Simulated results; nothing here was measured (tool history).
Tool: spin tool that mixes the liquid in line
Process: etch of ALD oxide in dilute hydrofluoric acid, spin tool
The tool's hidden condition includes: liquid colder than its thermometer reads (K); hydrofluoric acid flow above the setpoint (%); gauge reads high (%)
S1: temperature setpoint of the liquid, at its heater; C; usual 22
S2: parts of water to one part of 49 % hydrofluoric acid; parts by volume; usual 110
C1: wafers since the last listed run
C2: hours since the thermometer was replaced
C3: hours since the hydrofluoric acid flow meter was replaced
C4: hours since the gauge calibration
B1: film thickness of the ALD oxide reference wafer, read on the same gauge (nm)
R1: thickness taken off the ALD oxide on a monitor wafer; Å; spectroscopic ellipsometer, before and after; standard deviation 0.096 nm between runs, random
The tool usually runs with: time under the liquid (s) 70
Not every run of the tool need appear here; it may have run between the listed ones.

{"run": 1, "hour": 0.0, "S1": 22, "S2": 110, "time under the liquid (s)": 70, "C1": 0, "C2": 183.5, "C3": 1881.9, "C4": 389.2, "B1": 139.99, "R1": 139.7}
{"run": 2, "hour": 78.0, "S1": 22, "S2": 110, "time under the liquid (s)": 70, "C1": 1156, "C2": 261.5, "C3": 1959.9, "C4": 467.2, "B1": 139.98, "R1": 140.9}
{"run": 3, "hour": 96.3, "S1": 20, "S2": 110, "time under the liquid (s)": 70, "C1": 271, "C2": 279.8, "C3": 1978.2, "C4": 485.5, "B1": 140.04, "R1": 129.7}
{"run": 4, "hour": 108.6, "S1": 20, "S2": 110, "time under the liquid (s)": 70, "C1": 182, "C2": 292.1, "C3": 1990.5, "C4": 497.8, "B1": 139.98, "R1": 128.8}
{"run": 5, "hour": 131.6, "S1": 22, "S2": 110, "time under the liquid (s)": 70, "C1": 341, "C2": 315.1, "C3": 2013.5, "C4": 520.8, "B1": 139.97, "R1": 140}
{"run": 6, "hour": 155.5, "S1": 22, "S2": 110, "time under the liquid (s)": 70, "C1": 354, "C2": 339, "C3": 2037.4, "C4": 544.7, "B1": 139.98, "R1": 141}
{"run": 7, "hour": 191.1, "S1": 22, "S2": 110, "time under the liquid (s)": 70, "C1": 528, "C2": 374.6, "C3": 2073, "C4": 580.3, "B1": 139.97, "R1": 140.4}
{"run": 8, "hour": 213.3, "S1": 22, "S2": 75, "time under the liquid (s)": 60, "C1": 329, "C2": 396.8, "C3": 2095.2, "C4": 602.5, "B1": 139.97, "R1": 179.1}
{"run": 9, "hour": 242.3, "S1": 22, "S2": 75, "time under the liquid (s)": 60, "C1": 430, "C2": 425.8, "C3": 2124.2, "C4": 631.5, "B1": 140, "R1": 181.7}
{"run": 10, "hour": 274.3, "S1": 22, "S2": 75, "time under the liquid (s)": 60, "C1": 474, "C2": 457.8, "C3": 2156.2, "C4": 663.5, "B1": 140.01, "R1": 180.3}
{"run": 11, "hour": 297.0, "S1": 22, "S2": 110, "time under the liquid (s)": 70, "C1": 336, "C2": 480.5, "C3": 2178.9, "C4": 686.2, "B1": 139.98, "R1": 139.6}
{"run": 12, "hour": 312.9, "S1": 22, "S2": 110, "time under the liquid (s)": 70, "C1": 235, "C2": 496.4, "C3": 2194.8, "C4": 702.1, "B1": 139.94, "R1": 140.1}
{"run": 13, "hour": 334.6, "S1": 22, "S2": 110, "time under the liquid (s)": 70, "C1": 321, "C2": 518.1, "C3": 2216.5, "C4": 723.8, "B1": 140, "R1": 138.1}
{"hour": 360.1, "done": "hydrofluoric acid flow meter replaced"}
{"run": 14, "hour": 361.0, "S1": 22, "S2": 110, "time under the liquid (s)": 70, "C1": 376, "C2": 544.5, "C3": 0.9, "C4": 750.2, "B1": 140.02, "R1": 126.4}
{"run": 15, "hour": 387.4, "S1": 22, "S2": 110, "time under the liquid (s)": 100, "C1": 391, "C2": 570.9, "C3": 27.3, "C4": 776.6, "B1": 139.98, "R1": 180.3}
{"hour": 396.8, "done": "gauge calibrated"}
{"run": 16, "hour": 416.8, "S1": 22, "S2": 110, "time under the liquid (s)": 70, "C1": 436, "C2": 600.3, "C3": 56.7, "C4": 20, "B1": 140.02, "R1": 126.3}
{"hour": 426.6, "done": "thermometer replaced"}
{"run": 17, "hour": 451.9, "S1": 22, "S2": 110, "time under the liquid (s)": 70, "C1": 505, "C2": 25.3, "C3": 91.8, "C4": 55.1, "B1": 139.99, "R1": 134.5}
{"run": 18, "hour": 474.1, "S1": 18.5, "S2": 95, "time under the liquid (s)": 50, "C1": 329, "C2": 47.5, "C3": 114, "C4": 77.3, "B1": 139.98, "R1": 97.1}
{"run": 19, "hour": 497.9, "S1": 18, "S2": 110, "time under the liquid (s)": 70, "C1": 352, "C2": 71.3, "C3": 137.8, "C4": 101.1, "B1": 140.04, "R1": 112.9}
{"run": 20, "hour": 510.3, "S1": 22, "S2": 110, "time under the liquid (s)": 70, "C1": 183, "C2": 83.7, "C3": 150.2, "C4": 113.5, "B1": 140.05, "R1": 131}
{"run": 21, "hour": 529.6, "S1": 24, "S2": 65, "time under the liquid (s)": 105, "C1": 286, "C2": 103, "C3": 169.5, "C4": 132.8, "B1": 140.04, "R1": 384.8}
{"run": 22, "hour": 553.1, "S1": 22, "S2": 110, "time under the liquid (s)": 70, "C1": 348, "C2": 126.5, "C3": 193, "C4": 156.3, "B1": 140.01, "R1": 130.5}
{"run": 23, "hour": 584.9, "S1": 22, "S2": 110, "time under the liquid (s)": 70, "C1": 471, "C2": 158.3, "C3": 224.8, "C4": 188.1, "B1": 140, "R1": 131.1}
{"run": 24, "hour": 605.9, "S1": 20, "S2": 160, "time under the liquid (s)": 70, "C1": 311, "C2": 179.3, "C3": 245.8, "C4": 209.1, "B1": 139.99, "R1": 79}
{"run": 25, "hour": 627.8, "S1": 22, "S2": 130, "time under the liquid (s)": 70, "C1": 324, "C2": 201.2, "C3": 267.7, "C4": 231, "B1": 140, "R1": 107.7}
{"run": 26, "hour": 642.7, "S1": 22, "S2": 95, "time under the liquid (s)": 70, "C1": 220, "C2": 216.1, "C3": 282.6, "C4": 245.9, "B1": 140.03, "R1": 154.6}
{"run": 27, "hour": 661.8, "S1": 18.5, "S2": 145, "time under the liquid (s)": 70, "C1": 283, "C2": 235.2, "C3": 301.7, "C4": 265, "B1": 139.99, "R1": 83.4}
{"run": 28, "hour": 685.4, "S1": 18, "S2": 125, "time under the liquid (s)": 45, "C1": 350, "C2": 258.8, "C3": 325.3, "C4": 288.6, "B1": 140.01, "R1": 62.2}
{"run": 29, "hour": 702.5, "S1": 22, "S2": 110, "time under the liquid (s)": 85, "C1": 253, "C2": 275.9, "C3": 342.4, "C4": 305.7, "B1": 140.02, "R1": 161.7}
{"run": 30, "hour": 732.0, "S1": 23.5, "S2": 65, "time under the liquid (s)": 85, "C1": 437, "C2": 305.4, "C3": 371.9, "C4": 335.2, "B1": 139.99, "R1": 302}
{"run": 31, "hour": 756.9, "S1": 18, "S2": 85, "time under the liquid (s)": 55, "C1": 369, "C2": 330.3, "C3": 396.8, "C4": 360.1, "B1": 140.01, "R1": 117.1}
{"run": 32, "hour": 784.2, "S1": 22, "S2": 110, "time under the liquid (s)": 70, "C1": 404, "C2": 357.6, "C3": 424.1, "C4": 387.4, "B1": 140.02, "R1": 132.7}
{"run": 33, "hour": 803.5, "S1": 20.5, "S2": 110, "time under the liquid (s)": 90, "C1": 286, "C2": 376.9, "C3": 443.4, "C4": 406.7, "B1": 139.99, "R1": 157.6}
{"run": 34, "hour": 823.4, "S1": 24.5, "S2": 155, "time under the liquid (s)": 55, "C1": 295, "C2": 396.8, "C3": 463.3, "C4": 426.6, "B1": 140, "R1": 76.6}
{"run": 35, "hour": 835.6, "S1": 22, "S2": 135, "time under the liquid (s)": 70, "C1": 180, "C2": 409, "C3": 475.5, "C4": 438.8, "B1": 139.99, "R1": 104.4}

Below are 3 alternative next runs, each starting from the tool's condition after run 35. Predict each:
{"run": "A", "hour": 836.0, "S1": 22, "S2": 110, "time under the liquid (s)": 35, "C1": 5, "C2": 409.4, "C3": 475.9, "C4": 439.2, "B1": "?", "R1": "?"}
{"run": "B", "hour": 836.0, "S1": 22, "S2": 85, "time under the liquid (s)": 85, "C1": 5, "C2": 409.4, "C3": 475.9, "C4": 439.2, "B1": "?", "R1": "?"}
{"run": "C", "hour": 836.0, "S1": 17.5, "S2": 75, "time under the liquid (s)": 50, "C1": 5, "C2": 409.4, "C3": 475.9, "C4": 439.2, "B1": "?", "R1": "?"}

run=A B1=140.05 R1=65.3
run=B B1=140.05 R1=211.1
run=C B1=140.05 R1=117.7
Stripped of hidden state, with their random variation kept, the same runs would have yielded:
run=A R1=65.7
run=B R1=212.7
run=C R1=118.9

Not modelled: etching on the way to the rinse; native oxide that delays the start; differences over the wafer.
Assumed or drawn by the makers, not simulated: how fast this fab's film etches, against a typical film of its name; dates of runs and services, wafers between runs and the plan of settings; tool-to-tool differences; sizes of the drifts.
